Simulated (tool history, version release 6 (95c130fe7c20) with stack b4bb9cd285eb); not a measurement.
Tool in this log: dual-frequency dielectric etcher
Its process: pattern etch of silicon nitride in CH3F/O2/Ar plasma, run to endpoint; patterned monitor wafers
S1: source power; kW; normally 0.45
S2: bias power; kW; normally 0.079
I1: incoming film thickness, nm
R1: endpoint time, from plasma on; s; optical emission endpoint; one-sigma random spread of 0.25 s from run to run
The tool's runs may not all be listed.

run,hour,S1,S2,I1,R1
1,0,0.45,0.067,50.53,66.5
2,92.6,0.5,0.084,49.3,56.8
3,172.3,0.5,0.084,50.15,57.7
# hour 401.8: wet clean of the chamber
4,468.4,0.5,0.084,50.07,57.1
5,557.2,0.45,0.093,50.4,57
6,639.8,0.45,0.093,49.57,56.8
7,682.1,0.45,0.087,50.17,58.7
8,747.6,0.51,0.079,49.81,57.9
9,804,0.41,0.079,49.7,63.5
10,866.5,0.41,0.079,49.72,63.8
# hour 933.2: wet clean of the chamber
11,933.7,0.41,0.079,50.19,63.1
12,986.9,0.45,0.079,50.29,60.8
13,1049.3,0.45,0.079,49.92,60.8
14,1092.9,0.45,0.079,50.13,60.6
# hour 1141.3: bias power generator calibrated
15,1194.1,0.45,0.079,50.18,62.5
16,1235.2,0.45,0.064,49.35,67.4
17,1320.6,0.45,0.079,50.3,62.7
# hour 1409.2: wet clean of the chamber
18,1409.7,0.34,0.079,50.15,69.3
19,1473.8,0.53,0.074,50.1,58.6
20,1526.7,0.35,0.079,50.49,68.5
21,1591.7,0.39,0.095,49.99,60.9
22,1641,0.39,0.064,50.24,72.2
23,1711.6,0.5,0.079,49.55,58.4
# hour 1753: upper electrode replaced
24,1757.4,0.45,0.085,49.69,59.6
25,1846,0.45,0.087,49.65,59.4
# hour 1867.7: source power generator calibrated
# hour 1932.2: wet clean of the chamber
26,1932.7,0.51,0.079,49.95,58.3
27,1996.4,0.52,0.098,49.71,52
28,2093,0.54,0.084,49.85,55
29,2158,0.45,0.099,50.62,56.8
30,2216.2,0.37,0.079,50.18,67.1
31,2312.2,0.45,0.079,50.1,61.9
32,2413.1,0.4,0.095,49.88,60.4

Consider 5 possible next runs. They are alternatives, not a sequence: every one starts from the tool as it was left by run 32. What does each give?
A,2413.5,0.45,0.079,50.22,?
B,2413.5,0.5,0.091,50.22,?
C,2413.5,0.45,0.062,50.22,?
D,2413.5,0.37,0.084,50.22,?
E,2413.5,0.4,0.085,50.22,?

run,R1
A,62.9
B,56.7
C,69.5
D,66.5
E,64
Without the tool's unlogged condition, the same runs would have read:
run,R1
A,62.1
B,56
C,68.6
D,65.7
E,63.3
